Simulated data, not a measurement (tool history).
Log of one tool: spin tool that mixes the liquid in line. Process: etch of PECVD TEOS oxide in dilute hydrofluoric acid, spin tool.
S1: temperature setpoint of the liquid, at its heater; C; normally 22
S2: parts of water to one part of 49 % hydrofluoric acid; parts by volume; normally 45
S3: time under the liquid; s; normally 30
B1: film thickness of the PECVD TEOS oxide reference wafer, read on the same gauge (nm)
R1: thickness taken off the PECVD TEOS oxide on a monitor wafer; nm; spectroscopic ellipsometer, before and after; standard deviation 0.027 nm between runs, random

run 1 hour=0 | S1=22 S2=45 S3=30 | B1=100.01 | R1=8.92
run 2 hour=13.5 | S1=22 S2=45 S3=30 | B1=99.97 | R1=8.9
run 3 hour=21.1 | S1=25 S2=45 S3=35 | B1=100.04 | R1=11.8
run 4 hour=35.2 | S1=25 S2=45 S3=35 | B1=100.01 | R1=11.75
run 5 hour=45.8 | S1=22 S2=30 S3=30 | B1=100.04 | R1=13.51
run 6 hour=57.2 | S1=22 S2=45 S3=25 | B1=99.99 | R1=7.39
-- hour=71.5 gauge calibrated
run 7 hour=72 | S1=22 S2=45 S3=30 | B1=99.97 | R1=8.92
run 8 hour=85.4 | S1=22 S2=45 S3=30 | B1=99.99 | R1=8.86
-- hour=87.8 thermometer replaced
-- hour=94.1 hydrofluoric acid flow meter replaced
run 9 hour=95.7 | S1=22 S2=45 S3=30 | B1=100.01 | R1=8.57
run 10 hour=108.4 | S1=22 S2=45 S3=30 | B1=100 | R1=8.62
run 11 hour=116.9 | S1=25 S2=45 S3=35 | B1=99.99 | R1=11.39
run 12 hour=125.5 | S1=25 S2=45 S3=30 | B1=99.99 | R1=9.74

Run 13 comes next. What will it give?
run 13 hour=135.9 | S1=25.5 S2=55 S3=20 | B1=? | R1=?

Run 13 came out at B1 99.99, R1 5.37 nm.
With the hidden condition absent and the run-to-run variation left alone, this run would have shown R1 5.4 nm.

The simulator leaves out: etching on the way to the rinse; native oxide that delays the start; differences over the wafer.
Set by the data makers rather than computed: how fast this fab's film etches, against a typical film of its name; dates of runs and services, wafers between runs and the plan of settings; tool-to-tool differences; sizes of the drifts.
